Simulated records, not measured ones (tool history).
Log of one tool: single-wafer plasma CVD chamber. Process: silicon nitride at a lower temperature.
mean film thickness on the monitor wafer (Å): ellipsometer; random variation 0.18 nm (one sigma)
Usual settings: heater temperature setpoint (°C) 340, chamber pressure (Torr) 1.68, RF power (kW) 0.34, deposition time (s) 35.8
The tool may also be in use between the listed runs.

run	day	heater temperature setpoint (°C)	chamber pressure (Torr)	RF power (kW)	deposition time (s)	wafers since the last listed run	hours since the last thermocouple change	hours since the last RF generator calibration	hours since the last manometer calibration	hours since the showerhead was replaced	hours since the gauge calibration	read-back reference wafer on the same gauge, thickness_nm	mean film thickness on the monitor wafer (Å)
1	0	340	1.68	0.34	39.6	0	1041.5	916.4	2081.1	5994.6	189.9	36.82	439.73
# day 3.962: thermocouple changed; heater temperature recalibrated
2	3.983	340	1.68	0.34	35.8	1177	0.5	1012	2176.7	6090.2	285.5	36.777	394.31
# day 4.388: capacitance manometer re-zeroed and calibrated
3	5.388	340	1.68	0.34	35.8	345	34.2	1045.7	24	6123.9	319.2	36.761	393.76
4	6.65	340	1.68	0.34	38.3	407	64.5	1076	54.3	6154.2	349.5	36.815	423.65
5	7.867	340	1.68	0.34	38.3	392	93.7	1105.2	83.5	6183.4	378.7	36.817	422.11
6	8.658	340	1.68	0.34	38.3	255	112.7	1124.2	102.5	6202.4	397.7	36.815	421.53
7	9.367	332	1.68	0.34	35.8	228	129.7	1141.2	119.5	6219.4	414.7	36.776	392.83
# day 10.083: showerhead replaced, of another model than before
8	10.292	332	1.68	0.34	35.8	190	151.9	1163.4	141.7	5	436.9	36.777	395.86
9	11.454	340	1.68	0.34	35.8	375	179.8	1191.3	169.6	32.9	464.8	36.817	394.92
10	12.617	340	1.43	0.34	35.8	375	207.7	1219.2	197.5	60.8	492.7	36.793	369.18
11	13.7	340	1.68	0.34	32.1	349	233.7	1245.2	223.5	86.8	518.7	36.834	355.03
12	14.258	340	1.68	0.295	40.2	180	247.1	1258.6	236.9	100.2	532.1	36.816	421.84
13	14.85	340	1.68	0.34	35.8	190	261.3	1272.8	251.1	114.4	546.3	36.825	395.57
14	15.717	335	1.68	0.405	35.8	279	282.1	1293.6	271.9	135.2	567.1	36.836	426.61
15	16.629	340	1.68	0.38	33.5	294	304	1315.5	293.8	157.1	589	36.792	387.89
16	17.254	340	2.03	0.395	35.8	201	319	1330.5	308.8	172.1	604	36.782	448.45
17	17.842	331	1.68	0.385	38.4	189	333.1	1344.6	322.9	186.2	618.1	36.809	448.36
# day 18.217: gauge calibrated
# day 18.85: RF generator calibrated
18	19.017	340	1.68	0.34	39.6	271	361.3	4	351.1	214.4	19.2	36.776	449.59
19	19.529	340	1.68	0.34	35.8	165	373.6	16.3	363.4	226.7	31.5	36.776	407.52
20	20.408	340	1.68	0.34	35.8	283	394.7	37.4	384.5	247.8	52.6	36.778	406.22
21	21.846	340	1.68	0.275	35.8	463	429.2	71.9	419	282.3	87.1	36.77	376.48
22	23.083	331	1.86	0.34	41.6	399	458.9	101.6	448.7	312	116.8	36.819	492.7
23	23.662	340	1.68	0.34	35.8	186	472.8	115.5	462.6	325.9	130.7	36.79	408.63
24	24.35	329	1.98	0.39	35.8	221	489.3	132	479.1	342.4	147.2	36.781	457.61
25	25.779	340	1.68	0.34	41.5	461	523.6	166.3	513.4	376.7	181.5	36.809	470.02
26	26.846	333	1.68	0.365	29.7	344	549.2	191.9	539	402.3	207.1	36.792	347.92
27	28.529	340	1.68	0.405	35.8	543	589.6	232.3	579.4	442.7	247.5	36.801	432.53
28	29.767	340	1.57	0.275	35.8	399	619.3	262	609.1	472.4	277.2	36.785	362.96

The tool's hidden state at each run:
wafer temperature above the value expected at the setpoint (K): 0 in every run
true pressure above the setpoint (%): 0 in every run
gauge reads high (%): 0 in every run
H1: delivered RF power above the setpoint (%)
run	H1
1	-6.9
2	-7.52
3	-7.74
4	-7.94
5	-8.13
6	-8.25
7	-8.37
8	-8.51
9	-8.69
10	-8.87
11	-9.04
12	-9.13
13	-9.22
14	-9.36
15	-9.5
16	-9.6
17	-9.69
18	-1.65
19	-1.73
20	-1.87
21	-2.09
22	-2.29
23	-2.38
24	-2.48
25	-2.71
26	-2.88
27	-3.14
28	-3.33
